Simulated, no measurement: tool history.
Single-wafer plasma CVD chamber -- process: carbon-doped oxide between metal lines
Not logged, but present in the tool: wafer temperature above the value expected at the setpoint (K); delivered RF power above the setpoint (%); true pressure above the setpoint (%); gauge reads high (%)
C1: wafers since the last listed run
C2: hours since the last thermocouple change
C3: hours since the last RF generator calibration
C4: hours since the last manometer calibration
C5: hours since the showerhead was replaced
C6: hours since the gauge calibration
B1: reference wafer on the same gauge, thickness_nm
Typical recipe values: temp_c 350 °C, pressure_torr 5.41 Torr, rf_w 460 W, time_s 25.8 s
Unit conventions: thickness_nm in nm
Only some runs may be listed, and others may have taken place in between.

Run 1, hour 0.0: usual settings; C1 0; C2 807.9; C3 961.6; C4 1478.2; C5 5052.3; C6 643.5; B1 116.993. Result: thickness_nm 124.752 nm.
Run 2, hour 87.9: usual settings; C1 2179; C2 895.8; C3 1049.5; C4 1566.1; C5 5140.2; C6 731.4; B1 116.948. Result: thickness_nm 125.388 nm.
Run 3, hour 116.7: usual settings but pressure_torr 6.26 Torr; C1 714; C2 924.6; C3 1078.3; C4 1594.9; C5 5169.0; C6 760.2; B1 117.065. Result: thickness_nm 126.887 nm.
Run 4, hour 143.7: usual settings but pressure_torr 6.26 Torr; C1 669; C2 951.6; C3 1105.3; C4 1621.9; C5 5196.0; C6 787.2; B1 117.041. Result: thickness_nm 127.272 nm.
Run 5, hour 177.3: usual settings but pressure_torr 6.26 Torr; C1 833; C2 985.2; C3 1138.9; C4 1655.5; C5 5229.6; C6 820.8; B1 117.023. Result: thickness_nm 126.703 nm.
At hour 199.2: thermocouple changed; heater temperature recalibrated.
Run 6, hour 199.7: usual settings; C1 357; C2 0.5; C3 1161.3; C4 1677.9; C5 5252.0; C6 843.2; B1 116.985. Result: thickness_nm 125.836 nm.
Run 7, hour 218.1: usual settings; C1 456; C2 18.9; C3 1179.7; C4 1696.3; C5 5270.4; C6 861.6; B1 116.961. Result: thickness_nm 126.078 nm.
Run 8, hour 244.5: usual settings; C1 654; C2 45.3; C3 1206.1; C4 1722.7; C5 5296.8; C6 888.0; B1 117.054. Result: thickness_nm 125.162 nm.
Run 9, hour 257.0: usual settings but time_s 23.2 s; C1 310; C2 57.8; C3 1218.6; C4 1735.2; C5 5309.3; C6 900.5; B1 116.960. Result: thickness_nm 112.295 nm.
Run 10, hour 291.6: usual settings but pressure_torr 5.75 Torr; C1 858; C2 92.4; C3 1253.2; C4 1769.8; C5 5343.9; C6 935.1; B1 117.005. Result: thickness_nm 125.777 nm.
Run 11, hour 310.7: usual settings but temp_c 336 °C, rf_w 380 W; C1 473; C2 111.5; C3 1272.3; C4 1788.9; C5 5363.0; C6 954.2; B1 116.991. Result: thickness_nm 107.029 nm.
Run 12, hour 337.5: usual settings; C1 664; C2 138.3; C3 1299.1; C4 1815.7; C5 5389.8; C6 981.0; B1 116.935. Result: thickness_nm 124.155 nm.
Run 13, hour 354.4: usual settings but pressure_torr 4.63 Torr, rf_w 435 W, time_s 29.5 s; C1 419; C2 155.2; C3 1316.0; C4 1832.6; C5 5406.7; C6 997.9; B1 116.904. Result: thickness_nm 128.962 nm.
Run 14, hour 388.6: usual settings but temp_c 339 °C, pressure_torr 6.76 Torr, rf_w 375 W, time_s 24.2 s; C1 848; C2 189.4; C3 1350.2; C4 1866.8; C5 5440.9; C6 1032.1; B1 117.062. Result: thickness_nm 100.405 nm.
At hour 400.9: capacitance manometer re-zeroed and calibrated.
Run 15, hour 407.1: usual settings but temp_c 358 °C, pressure_torr 5.85 Torr, rf_w 550 W, time_s 22.1 s; C1 260; C2 207.9; C3 1368.7; C4 6.2; C5 5459.4; C6 1050.6; B1 117.000. Result: thickness_nm 121.596 nm.
At hour 421.9: RF generator calibrated.
At hour 423.4: gauge calibrated.
Run 16, hour 440.8: usual settings but temp_c 345 °C, pressure_torr 4.67 Torr, rf_w 420 W, time_s 23.0 s; C1 637; C2 241.6; C3 18.9; C4 39.9; C5 5493.1; C6 17.4; B1 117.030. Result: thickness_nm 103.762 nm.
Run 17, hour 455.7: usual settings but rf_w 405 W; C1 369; C2 256.5; C3 33.8; C4 54.8; C5 5508.0; C6 32.3; B1 117.027. Result: thickness_nm 114.567 nm.
Run 18, hour 471.7: usual settings but pressure_torr 4.86 Torr; C1 396; C2 272.5; C3 49.8; C4 70.8; C5 5524.0; C6 48.3; B1 117.037. Result: thickness_nm 125.805 nm.
At hour 481.0: showerhead replaced.
Run 19, hour 491.5: usual settings but pressure_torr 4.49 Torr, time_s 24.3 s; C1 292; C2 292.3; C3 69.6; C4 90.6; C5 10.5; C6 68.1; B1 116.874. Result: thickness_nm 115.977 nm.
Run 20, hour 576.6: usual settings but temp_c 356 °C, pressure_torr 4.29 Torr, rf_w 515 W, time_s 21.2 s; C1 2110; C2 377.4; C3 154.7; C4 175.7; C5 95.6; C6 153.2; B1 117.086. Result: thickness_nm 108.580 nm.
Run 21, hour 602.8: usual settings but temp_c 356 °C, pressure_torr 4.29 Torr, rf_w 515 W, time_s 21.2 s; C1 649; C2 403.6; C3 180.9; C4 201.9; C5 121.8; C6 179.4; B1 117.013. Result: thickness_nm 108.312 nm.
Run 22, hour 626.5: usual settings but temp_c 341 °C; C1 587; C2 427.3; C3 204.6; C4 225.6; C5 145.5; C6 203.1; B1 117.012. Result: thickness_nm 131.250 nm.
Run 23, hour 658.0: usual settings; C1 781; C2 458.8; C3 236.1; C4 257.1; C5 177.0; C6 234.6; B1 117.005. Result: thickness_nm 127.682 nm.
Run 24, hour 677.4: usual settings but temp_c 361 °C; C1 481; C2 478.2; C3 255.5; C4 276.5; C5 196.4; C6 254.0; B1 117.034. Result: thickness_nm 124.140 nm.
Run 25, hour 697.3: usual settings; C1 493; C2 498.1; C3 275.4; C4 296.4; C5 216.3; C6 273.9; B1 117.030. Result: thickness_nm 127.855 nm.
Run 26, hour 731.8: usual settings but time_s 28.2 s; C1 855; C2 532.6; C3 309.9; C4 330.9; C5 250.8; C6 308.4; B1 116.993. Result: thickness_nm 139.187 nm.
Run 27, hour 766.7: usual settings but pressure_torr 6.04 Torr; C1 865; C2 567.5; C3 344.8; C4 365.8; C5 285.7; C6 343.3; B1 116.999. Result: thickness_nm 130.154 nm.

5 options for the next run, each taken on its own from the tool as it stands now. Forecast them:
Run A, hour 767.1: usual settings but pressure_torr 4.56 Torr; C1 9; C2 567.9; C3 345.2; C4 366.2; C5 286.1; C6 343.7; B1 ?. Result: thickness_nm ?.
Run B, hour 767.1: usual settings but temp_c 336 °C; C1 9; C2 567.9; C3 345.2; C4 366.2; C5 286.1; C6 343.7; B1 ?. Result: thickness_nm ?.
Run C, hour 767.1: usual settings but temp_c 365 °C, time_s 28.2 s; C1 9; C2 567.9; C3 345.2; C4 366.2; C5 286.1; C6 343.7; B1 ?. Result: thickness_nm ?.
Run D, hour 767.1: usual settings but pressure_torr 5.04 Torr, rf_w 425 W; C1 9; C2 567.9; C3 345.2; C4 366.2; C5 286.1; C6 343.7; B1 ?. Result: thickness_nm ?.
Run E, hour 767.1: usual settings but temp_c 355 °C, pressure_torr 4.94 Torr, rf_w 485 W, time_s 28.3 s; C1 9; C2 567.9; C3 345.2; C4 366.2; C5 286.1; C6 343.7; B1 ?. Result: thickness_nm ?.

run       B1  thickness_nm
  A  116.996       123.147
  B  116.996       132.833
  C  116.996       134.343
  D  116.996       116.718
  E  116.996       141.398
Without the tool's unlogged condition, the same runs would have read:
run  thickness_nm
  A       125.991
  B       136.204
  C       137.268
  D       119.557
  E       144.570
